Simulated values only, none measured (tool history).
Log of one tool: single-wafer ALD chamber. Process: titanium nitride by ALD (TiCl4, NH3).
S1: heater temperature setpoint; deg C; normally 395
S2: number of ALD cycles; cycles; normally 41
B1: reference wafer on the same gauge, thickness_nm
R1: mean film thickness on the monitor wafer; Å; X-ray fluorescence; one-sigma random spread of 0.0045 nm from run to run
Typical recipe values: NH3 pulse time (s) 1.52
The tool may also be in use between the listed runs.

{"run": 1, "hour": 0.0, "S1": 395, "S2": 41, "NH3 pulse time (s)": 1.52, "B1": 0.744, "R1": 9.01}
{"run": 2, "hour": 44.8, "S1": 395, "S2": 41, "NH3 pulse time (s)": 1.52, "B1": 0.747, "R1": 9.05}
{"run": 3, "hour": 136.3, "S1": 395, "S2": 41, "NH3 pulse time (s)": 2.0, "B1": 0.747, "R1": 9.1}
{"run": 4, "hour": 210.6, "S1": 395, "S2": 41, "NH3 pulse time (s)": 2.0, "B1": 0.745, "R1": 9.08}
{"run": 5, "hour": 257.3, "S1": 395, "S2": 41, "NH3 pulse time (s)": 2.0, "B1": 0.744, "R1": 9.11}
{"run": 6, "hour": 334.6, "S1": 395, "S2": 41, "NH3 pulse time (s)": 1.52, "B1": 0.748, "R1": 8.95}
{"run": 7, "hour": 400.8, "S1": 395, "S2": 41, "NH3 pulse time (s)": 1.52, "B1": 0.746, "R1": 9.01}
{"run": 8, "hour": 462.2, "S1": 395, "S2": 41, "NH3 pulse time (s)": 1.52, "B1": 0.746, "R1": 8.93}
{"run": 9, "hour": 566.7, "S1": 392, "S2": 41, "NH3 pulse time (s)": 1.97, "B1": 0.746, "R1": 9.06}
{"hour": 597.4, "done": "gauge calibrated"}
{"run": 10, "hour": 637.7, "S1": 395, "S2": 41, "NH3 pulse time (s)": 1.52, "B1": 0.745, "R1": 9.0}
{"run": 11, "hour": 735.8, "S1": 395, "S2": 41, "NH3 pulse time (s)": 2.0, "B1": 0.747, "R1": 9.13}
{"run": 12, "hour": 795.3, "S1": 382, "S2": 39, "NH3 pulse time (s)": 1.93, "B1": 0.746, "R1": 8.58}
{"run": 13, "hour": 841.3, "S1": 395, "S2": 41, "NH3 pulse time (s)": 1.52, "B1": 0.747, "R1": 9.02}
{"hour": 929.7, "done": "thermocouple changed; heater temperature recalibrated"}
{"run": 14, "hour": 943.5, "S1": 385, "S2": 47, "NH3 pulse time (s)": 1.86, "B1": 0.746, "R1": 10.33}
{"run": 15, "hour": 1002.9, "S1": 395, "S2": 47, "NH3 pulse time (s)": 1.04, "B1": 0.747, "R1": 10.07}
{"hour": 1035.4, "done": "showerhead replaced"}
{"run": 16, "hour": 1048.7, "S1": 395, "S2": 36, "NH3 pulse time (s)": 1.52, "B1": 0.746, "R1": 7.92}
{"run": 17, "hour": 1133.3, "S1": 384, "S2": 41, "NH3 pulse time (s)": 1.72, "B1": 0.747, "R1": 8.98}
{"run": 18, "hour": 1232.3, "S1": 382, "S2": 49, "NH3 pulse time (s)": 1.86, "B1": 0.746, "R1": 10.69}
{"run": 19, "hour": 1339.8, "S1": 407, "S2": 49, "NH3 pulse time (s)": 0.94, "B1": 0.747, "R1": 10.7}

5 options for the next run, each taken on its own from the tool as it stands now. Forecast them:
{"run": "A", "hour": 1340.3, "S1": 400, "S2": 41, "NH3 pulse time (s)": 1.52, "B1": "?", "R1": "?"}
{"run": "B", "hour": 1340.3, "S1": 403, "S2": 41, "NH3 pulse time (s)": 1.52, "B1": "?", "R1": "?"}
{"run": "C", "hour": 1340.3, "S1": 395, "S2": 47, "NH3 pulse time (s)": 1.89, "B1": "?", "R1": "?"}
{"run": "D", "hour": 1340.3, "S1": 385, "S2": 34, "NH3 pulse time (s)": 1.52, "B1": "?", "R1": "?"}
{"run": "E", "hour": 1340.3, "S1": 395, "S2": 37, "NH3 pulse time (s)": 1.52, "B1": "?", "R1": "?"}

run=A B1=0.745 R1=9.00
run=B B1=0.745 R1=9.01
run=C B1=0.745 R1=10.36
run=D B1=0.745 R1=7.35
run=E B1=0.745 R1=8.08
With no hidden state in the tool, these same runs would have given:
run=A R1=9.00
run=B R1=9.01
run=C R1=10.36
run=D R1=7.35
run=E R1=8.08
